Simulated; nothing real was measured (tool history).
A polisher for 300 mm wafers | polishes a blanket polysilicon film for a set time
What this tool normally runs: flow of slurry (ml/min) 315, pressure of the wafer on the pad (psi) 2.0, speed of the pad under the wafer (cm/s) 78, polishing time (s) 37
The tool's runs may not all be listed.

run,hour,flow of slurry (ml/min),pressure of the wafer on the pad (psi),speed of the pad under the wafer (cm/s),polishing time (s),wafers since the last listed run,wafers polished on this pad,hours since the slurry nozzle was cleaned,hours since the head pressure was calibrated,"incoming thickness of the incoming film, nm",film removed (angstrom)
1,0.0,315,2.0,78,42,0,492,58.0,688.5,1755.3,1837
2,104.3,315,2.0,78,37,1675,2167,162.3,792.8,1771.3,1555
3,153.2,315,2.0,78,37,785,2953,211.2,841.7,1764.0,1534
# hour 166.8: worn pad replaced by a new one
4,197.0,245,2.0,78,37,639,485,255.0,885.5,1766.6,1598
5,248.6,245,2.0,78,37,828,1313,306.6,937.1,1744.6,1585
6,291.1,245,2.0,78,37,682,1996,349.1,979.6,1760.4,1536
# hour 341.1: head pressure recalibrated
7,349.1,315,2.0,78,37,899,2896,407.1,8.0,1799.0,1499
# hour 410.0: worn pad replaced by a new one
8,429.7,315,2.0,78,37,1230,317,487.7,88.6,1766.0,1621
# hour 448.0: slurry nozzle cleaned
9,486.3,315,2.0,56,37,893,1210,38.3,145.2,1778.9,1151
# hour 603.8: worn pad replaced by a new one
10,705.4,385,2.0,78,25,3455,1632,257.4,364.3,1783.8,1086
11,776.4,345,1.7,54,37,1140,2773,328.4,435.3,1779.9,886
# hour 801.0: worn pad replaced by a new one
12,849.4,315,2.0,86,37,1108,777,401.4,508.3,1759.5,1740
13,903.8,315,2.0,78,37,873,1651,455.8,562.7,1782.3,1586
# hour 969.1: slurry nozzle cleaned
14,974.0,315,2.0,60,37,1111,2763,4.9,632.9,1808.4,1157
# hour 1028.2: worn pad replaced by a new one
15,1053.5,315,2.0,78,46,1212,405,84.4,712.4,1745.2,2045
16,1096.6,265,2.0,54,37,692,1098,127.5,755.5,1785.7,1099

3 options for the next run, each taken on its own from the tool as it stands now. Forecast them:
A,1097.0,315,2.0,78,37,6,1104,127.9,755.9,1763.3,?
B,1097.0,265,2.7,96,48,6,1104,127.9,755.9,1763.3,?
C,1097.0,315,2.0,78,27,6,1104,127.9,755.9,1763.3,?

run,film removed (angstrom)
A,1609
B,3431
C,1174
With the hidden condition removed and each run's random variation left untouched, the same runs would have given:
run,film removed (angstrom)
A,1659
B,3537
C,1210
